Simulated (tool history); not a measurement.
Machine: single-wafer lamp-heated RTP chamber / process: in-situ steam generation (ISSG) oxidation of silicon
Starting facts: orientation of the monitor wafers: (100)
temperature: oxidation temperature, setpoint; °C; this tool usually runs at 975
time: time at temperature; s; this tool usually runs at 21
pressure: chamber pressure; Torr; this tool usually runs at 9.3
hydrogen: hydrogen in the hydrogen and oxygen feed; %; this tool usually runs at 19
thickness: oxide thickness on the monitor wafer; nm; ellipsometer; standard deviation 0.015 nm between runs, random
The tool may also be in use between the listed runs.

| run | hour | temperature | time | pressure | hydrogen | wafers since the last listed run | wafers since the last pyrometer calibration | hours since the pressure gauge was zeroed | hours since the hydrogen flow controller was replaced | hours since the gauge calibration | read-back reference wafer on the same gauge, thickness | thickness |
|---|---|---|---|---|---|---|---|---|---|---|---|---|
| 1 | 0.0 | 975 | 21 | 9.3 | 27 | 0 | 1829 | 2699.6 | 5417.5 | 397.2 | 4.308 | 4.938 |
| 2 | 46.1 | 975 | 21 | 9.3 | 27 | 547 | 2377 | 2745.7 | 5463.6 | 443.3 | 4.312 | 4.982 |
| 3 | 128.9 | 975 | 21 | 9.3 | 19 | 983 | 3360 | 2828.5 | 5546.4 | 526.1 | 4.308 | 4.639 |
|  | 209.6 | pyrometer window cleaned and pyrometer calibrated |
| 4 | 210.1 | 975 | 21 | 9.3 | 19 | 869 | 5 | 2909.7 | 5627.6 | 607.3 | 4.315 | 4.542 |
| 5 | 244.3 | 975 | 21 | 9.3 | 19 | 406 | 411 | 2943.9 | 5661.8 | 641.5 | 4.312 | 4.557 |
| 6 | 312.0 | 975 | 21 | 9.3 | 19 | 803 | 1215 | 3011.6 | 5729.5 | 709.2 | 4.313 | 4.614 |
| 7 | 366.1 | 975 | 21 | 9.3 | 19 | 642 | 1857 | 3065.7 | 5783.6 | 763.3 | 4.311 | 4.620 |
| 8 | 429.6 | 975 | 21 | 9.3 | 19 | 753 | 2611 | 3129.2 | 5847.1 | 826.8 | 4.314 | 4.631 |
|  | 489.7 | pyrometer window cleaned and pyrometer calibrated |
| 9 | 519.9 | 975 | 15 | 9.3 | 22 | 977 | 358 | 3219.5 | 5937.4 | 917.1 | 4.313 | 4.067 |
| 10 | 564.3 | 975 | 15 | 9.3 | 22 | 527 | 886 | 3263.9 | 5981.8 | 961.5 | 4.320 | 4.064 |
| 11 | 606.5 | 975 | 15 | 9.3 | 22 | 501 | 1387 | 3306.1 | 6024.0 | 1003.7 | 4.314 | 4.101 |
| 12 | 713.3 | 975 | 19 | 9.3 | 19 | 1267 | 2655 | 3412.9 | 6130.8 | 1110.5 | 4.315 | 4.414 |
| 13 | 751.7 | 975 | 21 | 9.3 | 19 | 455 | 3110 | 3451.3 | 6169.2 | 1148.9 | 4.311 | 4.631 |
| 14 | 809.0 | 961 | 21 | 8.3 | 19 | 680 | 3791 | 3508.6 | 6226.5 | 1206.2 | 4.310 | 4.450 |
|  | 831.2 | pyrometer window cleaned and pyrometer calibrated |
| 15 | 859.7 | 975 | 21 | 9.3 | 19 | 506 | 338 | 3559.3 | 6277.2 | 1256.9 | 4.304 | 4.573 |
| 16 | 931.9 | 968 | 24 | 8.6 | 15 | 857 | 1195 | 3631.5 | 6349.4 | 1329.1 | 4.312 | 4.559 |
| 17 | 1029.6 | 975 | 15 | 9.3 | 22 | 1159 | 2355 | 3729.2 | 6447.1 | 1426.8 | 4.318 | 4.104 |
|  | 1048.2 | gauge calibrated |
|  | 1052.2 | hydrogen flow controller replaced |
| 18 | 1089.9 | 960 | 15 | 10.2 | 13 | 620 | 2976 | 3789.5 | 37.7 | 41.7 | 4.310 | 3.467 |
|  | 1131.7 | pyrometer window cleaned and pyrometer calibrated |
|  | 1148.2 | pressure gauge zeroed |
| 19 | 1177.5 | 975 | 14 | 8.7 | 29 | 850 | 449 | 29.3 | 125.3 | 129.3 | 4.299 | 4.287 |
| 20 | 1278.5 | 985 | 27 | 8.6 | 19 | 1199 | 1648 | 130.3 | 226.3 | 230.3 | 4.307 | 5.375 |
| 21 | 1357.3 | 994 | 21 | 8.7 | 23 | 935 | 2583 | 209.1 | 305.1 | 309.1 | 4.310 | 5.218 |
|  | 1452.0 | pyrometer window cleaned and pyrometer calibrated |
| 22 | 1452.5 | 960 | 25 | 9.3 | 19 | 1035 | 5 | 304.3 | 400.3 | 404.3 | 4.311 | 4.667 |
| 23 | 1544.4 | 961 | 18 | 10.2 | 28 | 1091 | 1096 | 396.2 | 492.2 | 496.2 | 4.308 | 4.363 |

Run 24, settings as shown, results not yet in. Your forecast:
| 24 | 1591.1 | 975 | 21 | 9.3 | 19 | 554 | 1651 | 442.9 | 538.9 | 542.9 | ? | ? |

Run 24 yielded read-back reference wafer on the same gauge, thickness 4.307, thickness 4.592 nm.
Had the tool carried no hidden state, the very same run would have given thickness 4.545 nm.

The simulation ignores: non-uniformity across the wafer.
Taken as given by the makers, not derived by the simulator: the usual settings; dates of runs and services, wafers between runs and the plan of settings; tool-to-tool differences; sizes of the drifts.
